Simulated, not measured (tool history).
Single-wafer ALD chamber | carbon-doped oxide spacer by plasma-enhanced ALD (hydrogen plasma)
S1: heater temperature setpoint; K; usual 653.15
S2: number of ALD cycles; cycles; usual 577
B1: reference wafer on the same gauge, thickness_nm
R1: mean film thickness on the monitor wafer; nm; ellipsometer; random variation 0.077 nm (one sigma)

{"run": 1, "day": 0.0, "S1": 653.15, "S2": 577, "B1": 31.957, "R1": 31.223}
{"run": 2, "day": 1.367, "S1": 653.15, "S2": 577, "B1": 31.975, "R1": 31.402}
{"run": 3, "day": 1.962, "S1": 653.15, "S2": 577, "B1": 31.988, "R1": 31.319}
{"run": 4, "day": 3.175, "S1": 653.15, "S2": 577, "B1": 32.005, "R1": 31.395}
{"run": 5, "day": 5.333, "S1": 653.15, "S2": 577, "B1": 32.012, "R1": 31.305}
{"run": 6, "day": 6.675, "S1": 653.15, "S2": 577, "B1": 32.037, "R1": 31.377}
{"run": 7, "day": 7.508, "S1": 653.15, "S2": 577, "B1": 32.049, "R1": 31.36}
{"run": 8, "day": 8.054, "S1": 653.15, "S2": 577, "B1": 32.065, "R1": 31.541}
{"run": 9, "day": 9.358, "S1": 653.15, "S2": 577, "B1": 32.074, "R1": 31.36}
{"run": 10, "day": 10.275, "S1": 646.15, "S2": 577, "B1": 32.084, "R1": 31.453}
{"run": 11, "day": 11.425, "S1": 649.15, "S2": 537, "B1": 32.075, "R1": 29.201}
{"run": 12, "day": 12.392, "S1": 653.15, "S2": 577, "B1": 32.1, "R1": 31.364}
{"run": 13, "day": 16.654, "S1": 653.15, "S2": 577, "B1": 32.12, "R1": 31.45}
{"run": 14, "day": 17.7, "S1": 653.15, "S2": 577, "B1": 32.141, "R1": 31.511}
{"run": 15, "day": 18.833, "S1": 653.15, "S2": 577, "B1": 32.124, "R1": 31.607}
{"run": 16, "day": 20.05, "S1": 653.15, "S2": 577, "B1": 32.125, "R1": 31.503}
{"run": 17, "day": 21.483, "S1": 653.15, "S2": 577, "B1": 32.144, "R1": 31.424}
{"run": 18, "day": 22.604, "S1": 653.15, "S2": 577, "B1": 32.128, "R1": 31.504}
{"run": 19, "day": 23.675, "S1": 653.15, "S2": 577, "B1": 32.135, "R1": 31.411}
{"run": 20, "day": 24.667, "S1": 653.15, "S2": 577, "B1": 32.134, "R1": 31.332}
{"run": 21, "day": 25.4, "S1": 653.15, "S2": 577, "B1": 32.149, "R1": 31.505}
{"run": 22, "day": 26.088, "S1": 653.15, "S2": 577, "B1": 32.127, "R1": 31.477}
{"day": 27.254, "done": "thermocouple changed; heater temperature recalibrated"}
{"run": 23, "day": 27.538, "S1": 653.15, "S2": 577, "B1": 32.145, "R1": 31.426}
{"run": 24, "day": 28.108, "S1": 653.15, "S2": 577, "B1": 32.17, "R1": 31.49}
{"day": 28.454, "done": "gauge calibrated"}
{"run": 25, "day": 29.067, "S1": 653.15, "S2": 484, "B1": 31.544, "R1": 25.999}
{"run": 26, "day": 29.858, "S1": 653.15, "S2": 480, "B1": 31.574, "R1": 25.75}
{"run": 27, "day": 30.708, "S1": 639.15, "S2": 474, "B1": 31.624, "R1": 25.609}
{"run": 28, "day": 31.45, "S1": 648.15, "S2": 477, "B1": 31.632, "R1": 25.7}
{"run": 29, "day": 32.871, "S1": 648.15, "S2": 633, "B1": 31.693, "R1": 34.069}
{"run": 30, "day": 34.054, "S1": 646.15, "S2": 517, "B1": 31.731, "R1": 27.964}
{"run": 31, "day": 34.804, "S1": 662.15, "S2": 463, "B1": 31.748, "R1": 24.992}
{"run": 32, "day": 35.467, "S1": 659.15, "S2": 648, "B1": 31.779, "R1": 34.963}
{"run": 33, "day": 36.308, "S1": 639.15, "S2": 535, "B1": 31.778, "R1": 28.94}
{"run": 34, "day": 37.258, "S1": 653.15, "S2": 577, "B1": 31.834, "R1": 31.358}
{"run": 35, "day": 38.454, "S1": 653.15, "S2": 577, "B1": 31.836, "R1": 31.199}
{"run": 36, "day": 39.596, "S1": 647.15, "S2": 494, "B1": 31.87, "R1": 26.721}
{"run": 37, "day": 40.971, "S1": 653.15, "S2": 636, "B1": 31.883, "R1": 34.53}
{"run": 38, "day": 41.583, "S1": 664.15, "S2": 532, "B1": 31.914, "R1": 28.838}
{"run": 39, "day": 42.55, "S1": 661.15, "S2": 671, "B1": 31.925, "R1": 36.391}
{"run": 40, "day": 43.717, "S1": 666.15, "S2": 577, "B1": 31.951, "R1": 31.413}
{"run": 41, "day": 44.254, "S1": 662.15, "S2": 614, "B1": 31.967, "R1": 33.236}
{"run": 42, "day": 45.258, "S1": 653.15, "S2": 620, "B1": 31.967, "R1": 33.732}
{"run": 43, "day": 46.608, "S1": 657.15, "S2": 517, "B1": 31.97, "R1": 28.131}
{"run": 44, "day": 47.375, "S1": 653.15, "S2": 577, "B1": 31.981, "R1": 31.367}
{"run": 45, "day": 48.396, "S1": 668.15, "S2": 685, "B1": 31.993, "R1": 37.31}
{"run": 46, "day": 48.962, "S1": 641.15, "S2": 539, "B1": 31.994, "R1": 29.324}

Forecast each of these 5 alternatives for the next run:
{"run": "A", "day": 49.017, "S1": 653.15, "S2": 577, "B1": "?", "R1": "?"}
{"run": "B", "day": 49.017, "S1": 657.15, "S2": 670, "B1": "?", "R1": "?"}
{"run": "C", "day": 49.017, "S1": 647.15, "S2": 577, "B1": "?", "R1": "?"}
{"run": "D", "day": 49.017, "S1": 667.15, "S2": 497, "B1": "?", "R1": "?"}
{"run": "E", "day": 49.017, "S1": 665.15, "S2": 543, "B1": "?", "R1": "?"}

run=A B1=32.009 R1=31.288
run=B B1=32.009 R1=36.331
run=C B1=32.009 R1=31.288
run=D B1=32.009 R1=26.95
run=E B1=32.009 R1=29.444
Without the tool's hidden state the same runs would have given:
run=A R1=30.786
run=B R1=35.748
run=C R1=30.786
run=D R1=26.518
run=E R1=28.972
